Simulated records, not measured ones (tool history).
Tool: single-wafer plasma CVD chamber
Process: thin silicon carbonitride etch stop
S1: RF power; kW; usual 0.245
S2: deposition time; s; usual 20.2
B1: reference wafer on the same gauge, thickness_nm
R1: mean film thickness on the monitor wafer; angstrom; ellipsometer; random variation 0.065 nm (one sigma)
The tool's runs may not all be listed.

run     day     S1    S2      B1      R1
  1   0.000  0.225  22.4  13.807  133.62
  2   1.592  0.275  19.1  13.777  121.37
  3   2.950  0.245  20.2  13.786  122.91
  4   4.871  0.245  20.2  13.809  123.72
  5   7.458  0.245  22.4  13.808  136.67
  6   9.688  0.245  22.4  13.778  135.46
  7  12.308  0.245  20.2  13.777  121.41
  8  14.317  0.245  20.2  13.770  122.41
  9  16.179  0.245  20.2  13.812  122.41
 10  17.771  0.225  20.2  13.786  118.80
 11  20.538  0.260  18.4  13.816  114.57
 12  27.071  0.260  18.4  13.782  113.14
 13  28.692  0.245  20.2  13.785  121.72
     30.050  -- gauge calibrated
 14  30.929  0.205  22.0  13.788  123.16
     33.567  -- showerhead replaced, of another model than before
 15  33.733  0.275  18.0  13.778  110.31
 16  36.067  0.245  20.2  13.797  120.86
 17  37.296  0.280  20.2  13.824  125.26
 18  38.454  0.245  20.2  13.762  121.47
 19  40.912  0.245  22.4  13.818  134.62
     41.304  -- thermocouple changed; heater temperature recalibrated
     42.925  -- RF generator calibrated
 20  45.458  0.265  16.2  13.795  101.16
 21  48.304  0.225  23.5  13.809  140.57
 22  50.875  0.215  20.2  13.799  120.12
 23  53.717  0.245  23.7  13.811  145.02
 24  55.671  0.245  22.1  13.812  134.60

Some steps in R1 between neighbouring runs. How much of each would the tool show without its hidden state too (settings, what came in, random variation), and how much is left for the hidden state, with any gauge scatter that isn't in both results?
The hidden state here: wafer temperature above the value expected at the setpoint (K); delivered RF power above the setpoint (%); gauge reads high (%).
Run 14 -> 15: S1 0.205 -> 0.275, S2 22.0 -> 18.0, showerhead replaced, of another model than before. R1 -12.85 angstrom: hidden state +0.71, all else -13.56.
Run 19 -> 20: S1 0.245 -> 0.265, S2 22.4 -> 16.2, thermocouple changed; heater temperature recalibrated, RF generator calibrated. R1 -33.46 angstrom: hidden state +2.73, all else -36.19.
Run 20 -> 21: S1 0.265 -> 0.225, S2 16.2 -> 23.5. R1 +39.41 angstrom: hidden state -0.04, all else +39.45.

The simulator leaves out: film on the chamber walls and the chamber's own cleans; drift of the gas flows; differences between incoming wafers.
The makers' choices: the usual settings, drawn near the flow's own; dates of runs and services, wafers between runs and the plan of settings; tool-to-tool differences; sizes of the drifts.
